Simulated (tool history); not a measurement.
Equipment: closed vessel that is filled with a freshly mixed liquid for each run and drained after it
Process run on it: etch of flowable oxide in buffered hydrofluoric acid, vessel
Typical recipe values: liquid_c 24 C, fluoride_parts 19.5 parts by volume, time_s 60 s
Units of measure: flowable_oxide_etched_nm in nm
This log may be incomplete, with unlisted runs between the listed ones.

run	hour	liquid_c	fluoride_parts	time_s	wafers since the last listed run	hours since the thermometer was replaced	hours since the hydrofluoric acid flow meter was replaced	hours since the gauge calibration	read-back film thickness of the flowable oxide reference wafer, read on the same gauge (nm)	flowable_oxide_etched_nm
1	0	26	19.5	60	0	2464.4	1187.6	1093.2	140.03	103.2
2	81.7	26	19.5	60	9778	2546.1	1269.3	1174.9	140.04	103.07
3	137.8	24	15	60	6714	2602.2	1325.4	1231	139.99	120.59
4	186	24	19.5	80	5768	2650.4	1373.6	1279.2	140.04	124.04
5	254.2	24	19.5	80	8162	2718.6	1441.8	1347.4	139.96	122.71
6	337.2	24	19.5	80	9933	2801.6	1524.8	1430.4	139.95	124.36
7	435.9	24	19.5	60	11812	2900.3	1623.5	1529.1	139.99	93.26
8	495.8	24	19.5	60	7169	2960.2	1683.4	1589	139.98	93.44
9	562.5	24	19.5	60	7982	3026.9	1750.1	1655.7	140.04	93
10	649.5	24	19.5	60	10412	3113.9	1837.1	1742.7	140.02	93.69
11	756.4	24	14.5	35	12794	3220.8	1944	1849.6	140.01	73.33
12	812.1	27.5	22	30	6666	3276.5	1999.7	1905.3	140.04	50.96
# hour 843.2: thermometer replaced
13	863	20	16.5	85	5972	19.8	2050.6	1956.2	140.01	125.86
# hour 953.5: gauge calibrated
14	961.5	24	27	60	11788	118.3	2149.1	8	139.96	74.07
15	1002.2	19.5	19.5	75	4871	159	2189.8	48.7	140.04	91.81
# hour 1008: hydrofluoric acid flow meter replaced
16	1214.3	24	19.5	45	25265	371.1	206.3	260.8	139.94	68.7
17	1307.7	28.5	19.5	60	11178	464.5	299.7	354.2	140.01	116.3
18	1414.9	19	19.5	60	12830	571.7	406.9	461.4	140.01	68.46
19	1481.7	24	19.5	60	7994	638.5	473.7	528.2	139.97	91.36
20	1524	24	19.5	45	5062	680.8	516	570.5	139.99	68.85
21	1625.5	24	19.5	50	12147	782.3	617.5	672	140	76.11

The tool's hidden state at each run:
liquid colder than its thermometer reads (K): 0 across all the runs
gauge reads high (%): 0 across all the runs
H1: hydrofluoric acid flow above the setpoint (%)
run	H1
1	2.83
2	3.01
3	3.13
4	3.24
5	3.39
6	3.58
7	3.8
8	3.93
9	4.08
10	4.27
11	4.51
12	4.63
13	4.74
14	4.96
15	5.05
16	1.1
17	1.3
18	1.54
19	1.69
20	1.78
21	2.01

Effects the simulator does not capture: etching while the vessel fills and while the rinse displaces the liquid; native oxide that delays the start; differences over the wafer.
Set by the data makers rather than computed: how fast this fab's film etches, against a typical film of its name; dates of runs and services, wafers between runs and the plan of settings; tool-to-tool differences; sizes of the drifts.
